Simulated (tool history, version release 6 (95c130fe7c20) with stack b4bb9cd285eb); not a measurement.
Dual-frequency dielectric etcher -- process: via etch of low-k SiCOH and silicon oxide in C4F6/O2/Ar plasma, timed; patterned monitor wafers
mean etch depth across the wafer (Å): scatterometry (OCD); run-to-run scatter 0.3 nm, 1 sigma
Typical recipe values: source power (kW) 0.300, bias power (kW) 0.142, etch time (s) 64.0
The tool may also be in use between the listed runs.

| run | hour | source power (kW) | bias power (kW) | etch time (s) | wafers since the last listed run | hours since the last wet clean | hours since the last source power generator calibration | hours since the last bias power generator calibration | hours since the last upper electrode change | hours since the gauge calibration | read-back reference wafer on the same gauge, depth_nm | mean etch depth across the wafer (Å) |
|---|---|---|---|---|---|---|---|---|---|---|---|---|
| 1 | 0.0 | 0.300 | 0.142 | 64.0 | 0 | 111.8 | 2815.4 | 2197.3 | 4844.0 | 688.1 | 110.0 | 1259 |
| 2 | 67.1 | 0.300 | 0.142 | 64.0 | 966 | 178.9 | 2882.5 | 2264.4 | 4911.1 | 755.2 | 110.0 | 1257 |
| 3 | 117.6 | 0.300 | 0.142 | 72.5 | 727 | 229.4 | 2933.0 | 2314.9 | 4961.6 | 805.7 | 110.0 | 1429 |
| 4 | 188.7 | 0.300 | 0.142 | 72.5 | 1024 | 300.5 | 3004.1 | 2386.0 | 5032.7 | 876.8 | 110.0 | 1427 |
| 5 | 239.3 | 0.300 | 0.142 | 72.5 | 729 | 351.1 | 3054.7 | 2436.6 | 5083.3 | 927.4 | 110.0 | 1424 |
| 6 | 300.3 | 0.300 | 0.142 | 64.0 | 879 | 412.1 | 3115.7 | 2497.6 | 5144.3 | 988.4 | 110.1 | 1259 |
| 7 | 345.6 | 0.300 | 0.142 | 64.0 | 652 | 457.4 | 3161.0 | 2542.9 | 5189.6 | 1033.7 | 110.0 | 1261 |
|  | 373.8 | source power generator calibrated |
|  | 414.3 | bias power generator calibrated |
| 8 | 414.8 | 0.300 | 0.142 | 64.0 | 881 | 526.6 | 41.0 | 0.5 | 5258.8 | 1102.9 | 110.0 | 1241 |
|  | 443.8 | wet clean of the chamber |
| 9 | 466.4 | 0.300 | 0.142 | 64.0 | 397 | 22.6 | 92.6 | 52.1 | 5310.4 | 1154.5 | 110.0 | 1245 |
| 10 | 520.2 | 0.300 | 0.142 | 64.0 | 775 | 76.4 | 146.4 | 105.9 | 5364.2 | 1208.3 | 110.0 | 1242 |
| 11 | 588.5 | 0.300 | 0.142 | 64.0 | 984 | 144.7 | 214.7 | 174.2 | 5432.5 | 1276.6 | 110.1 | 1243 |
|  | 601.6 | gauge calibrated |
| 12 | 764.5 | 0.300 | 0.142 | 64.0 | 2536 | 320.7 | 390.7 | 350.2 | 5608.5 | 162.9 | 110.0 | 1249 |
|  | 793.1 | upper electrode replaced |
| 13 | 804.1 | 0.370 | 0.130 | 76.5 | 224 | 360.3 | 430.3 | 389.8 | 11.0 | 202.5 | 110.0 | 1626 |
| 14 | 852.5 | 0.300 | 0.151 | 64.0 | 697 | 408.7 | 478.7 | 438.2 | 59.4 | 250.9 | 110.0 | 1279 |
|  | 917.7 | wet clean of the chamber |
| 15 | 1036.2 | 0.300 | 0.110 | 49.0 | 2301 | 118.5 | 662.4 | 621.9 | 243.1 | 434.6 | 110.0 | 869 |
| 16 | 1090.7 | 0.300 | 0.161 | 76.0 | 785 | 173.0 | 716.9 | 676.4 | 297.6 | 489.1 | 110.1 | 1559 |
| 17 | 1125.7 | 0.230 | 0.142 | 64.0 | 504 | 208.0 | 751.9 | 711.4 | 332.6 | 524.1 | 110.0 | 1054 |
| 18 | 1162.2 | 0.280 | 0.142 | 70.5 | 525 | 244.5 | 788.4 | 747.9 | 369.1 | 560.6 | 110.0 | 1315 |
| 19 | 1200.6 | 0.300 | 0.142 | 64.0 | 553 | 282.9 | 826.8 | 786.3 | 407.5 | 599.0 | 110.0 | 1251 |
| 20 | 1242.3 | 0.320 | 0.160 | 64.0 | 600 | 324.6 | 868.5 | 828.0 | 449.2 | 640.7 | 110.0 | 1365 |

Hidden state at the last listed run before each entry between runs and at the first one after, where it differs:
From run 7 to run 8: source power generator calibrated (hour 373.8); bias power generator calibrated (hour 414.3)
  bias power that arrives over what is set, %: 3.84 -> -0.346
  what was measured, less what the result would be without the hidden state, mean etch depth across the wafer (Å): +17 -> -1
From run 8 to run 9: wet clean of the chamber (hour 443.8)
  bias power that arrives over what is set, %: -0.346 -> -0.255
  what was measured, less what the result would be without the hidden state, mean etch depth across the wafer (Å): -1 -> -1
From run 11 to run 12: gauge calibrated (hour 601.6)
  bias power that arrives over what is set, %: -0.0399 -> 0.271
  what was measured, less what the result would be without the hidden state, mean etch depth across the wafer (Å): +0 -> +2
From run 12 to run 13: upper electrode replaced (hour 793.1)
  bias power that arrives over what is set, %: 0.271 -> 0.34
  what was measured, less what the result would be without the hidden state, mean etch depth across the wafer (Å): +2 -> +2
From run 14 to run 15: wet clean of the chamber (hour 917.7)
  bias power that arrives over what is set, %: 0.426 -> 0.75
  what was measured, less what the result would be without the hidden state, mean etch depth across the wafer (Å): +2 -> +3
